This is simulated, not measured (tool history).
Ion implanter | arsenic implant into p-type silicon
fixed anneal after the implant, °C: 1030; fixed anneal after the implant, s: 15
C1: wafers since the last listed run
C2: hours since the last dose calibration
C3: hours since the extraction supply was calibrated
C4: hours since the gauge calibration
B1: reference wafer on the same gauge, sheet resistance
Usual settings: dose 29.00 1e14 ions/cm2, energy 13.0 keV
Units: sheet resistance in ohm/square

{"run": 1, "day": 0.0, "dose": 29.0, "energy": 13.0, "C1": 0, "C2": 1617.7, "C3": 2921.7, "C4": 368.8, "B1": 101.56, "sheet resistance": 98.43}
{"run": 2, "day": 2.888, "dose": 26.93, "energy": 15.0, "C1": 779, "C2": 1687.0, "C3": 2991.0, "C4": 438.1, "B1": 101.52, "sheet resistance": 96.7}
{"run": 3, "day": 5.7, "dose": 26.93, "energy": 15.0, "C1": 759, "C2": 1754.5, "C3": 3058.5, "C4": 505.6, "B1": 101.39, "sheet resistance": 96.63}
{"run": 4, "day": 8.554, "dose": 26.93, "energy": 15.0, "C1": 770, "C2": 1823.0, "C3": 3127.0, "C4": 574.1, "B1": 101.37, "sheet resistance": 96.78}
{"run": 5, "day": 11.092, "dose": 29.0, "energy": 13.0, "C1": 685, "C2": 1883.9, "C3": 3187.9, "C4": 635.0, "B1": 101.31, "sheet resistance": 98.16}
{"run": 6, "day": 12.375, "dose": 29.0, "energy": 13.0, "C1": 346, "C2": 1914.7, "C3": 3218.7, "C4": 665.8, "B1": 101.35, "sheet resistance": 98.29}
{"run": 7, "day": 14.808, "dose": 29.0, "energy": 13.0, "C1": 657, "C2": 1973.1, "C3": 3277.1, "C4": 724.2, "B1": 101.23, "sheet resistance": 98.03}
{"run": 8, "day": 15.842, "dose": 29.0, "energy": 13.0, "C1": 279, "C2": 1997.9, "C3": 3301.9, "C4": 749.0, "B1": 101.22, "sheet resistance": 97.91}
{"run": 9, "day": 17.442, "dose": 29.0, "energy": 13.0, "C1": 432, "C2": 2036.3, "C3": 3340.3, "C4": 787.4, "B1": 101.3, "sheet resistance": 98.06}
{"run": 10, "day": 18.871, "dose": 29.0, "energy": 13.0, "C1": 385, "C2": 2070.6, "C3": 3374.6, "C4": 821.7, "B1": 101.2, "sheet resistance": 98.03}
{"run": 11, "day": 20.342, "dose": 29.0, "energy": 13.0, "C1": 397, "C2": 2105.9, "C3": 3409.9, "C4": 857.0, "B1": 101.2, "sheet resistance": 98.09}
{"day": 20.729, "done": "extraction supply calibrated"}
{"run": 12, "day": 22.333, "dose": 34.5, "energy": 10.0, "C1": 447, "C2": 2153.7, "C3": 38.5, "C4": 904.8, "B1": 101.2, "sheet resistance": 99.47}
{"day": 23.721, "done": "Faraday cup replaced and dose calibrated"}
{"run": 13, "day": 24.004, "dose": 26.12, "energy": 16.0, "C1": 361, "C2": 6.8, "C3": 78.6, "C4": 944.9, "B1": 101.18, "sheet resistance": 95.43}
{"run": 14, "day": 25.254, "dose": 35.2, "energy": 9.5, "C1": 337, "C2": 36.8, "C3": 108.6, "C4": 974.9, "B1": 101.21, "sheet resistance": 99.58}
{"run": 15, "day": 27.758, "dose": 23.51, "energy": 16.5, "C1": 676, "C2": 96.9, "C3": 168.7, "C4": 1035.0, "B1": 101.13, "sheet resistance": 96.49}
{"day": 28.588, "done": "gauge calibrated"}
{"run": 16, "day": 30.454, "dose": 23.18, "energy": 15.0, "C1": 728, "C2": 161.6, "C3": 233.4, "C4": 44.8, "B1": 102.07, "sheet resistance": 99.76}
{"run": 17, "day": 31.75, "dose": 29.0, "energy": 11.5, "C1": 349, "C2": 192.7, "C3": 264.5, "C4": 75.9, "B1": 102.01, "sheet resistance": 100.96}
{"run": 18, "day": 34.45, "dose": 21.16, "energy": 17.0, "C1": 729, "C2": 257.5, "C3": 329.3, "C4": 140.7, "B1": 101.85, "sheet resistance": 98.47}
{"run": 19, "day": 35.912, "dose": 26.93, "energy": 15.0, "C1": 394, "C2": 292.6, "C3": 364.4, "C4": 175.8, "B1": 101.71, "sheet resistance": 96.8}
{"run": 20, "day": 38.258, "dose": 37.65, "energy": 13.0, "C1": 633, "C2": 348.9, "C3": 420.7, "C4": 232.1, "B1": 101.68, "sheet resistance": 94.53}
{"run": 21, "day": 40.317, "dose": 34.3, "energy": 16.5, "C1": 555, "C2": 398.3, "C3": 470.1, "C4": 281.5, "B1": 101.64, "sheet resistance": 91.07}

5 ways to go on from here, each from the tool as it stands after run 21. What would each give?
{"run": "A", "day": 40.333, "dose": 36.59, "energy": 13.0, "C1": 4, "C2": 398.7, "C3": 470.5, "C4": 281.9, "B1": "?", "sheet resistance": "?"}
{"run": "B", "day": 40.333, "dose": 21.23, "energy": 11.5, "C1": 4, "C2": 398.7, "C3": 470.5, "C4": 281.9, "B1": "?", "sheet resistance": "?"}
{"run": "C", "day": 40.333, "dose": 36.62, "energy": 11.5, "C1": 4, "C2": 398.7, "C3": 470.5, "C4": 281.9, "B1": "?", "sheet resistance": "?"}
{"run": "D", "day": 40.333, "dose": 29.0, "energy": 15.0, "C1": 4, "C2": 398.7, "C3": 470.5, "C4": 281.9, "B1": "?", "sheet resistance": "?"}
{"run": "E", "day": 40.333, "dose": 31.73, "energy": 9.0, "C1": 4, "C2": 398.7, "C3": 470.5, "C4": 281.9, "B1": "?", "sheet resistance": "?"}

run=A B1=101.58 sheet_resistance=94.88
run=B B1=101.58 sheet_resistance=105.74
run=C B1=101.58 sheet_resistance=96.83
run=D B1=101.58 sheet_resistance=95.61
run=E B1=101.58 sheet_resistance=102.25
Without the tool's hidden state the same runs would have given:
run=A sheet_resistance=95.57
run=B sheet_resistance=106.51
run=C sheet_resistance=97.53
run=D sheet_resistance=96.30
run=E sheet_resistance=102.99
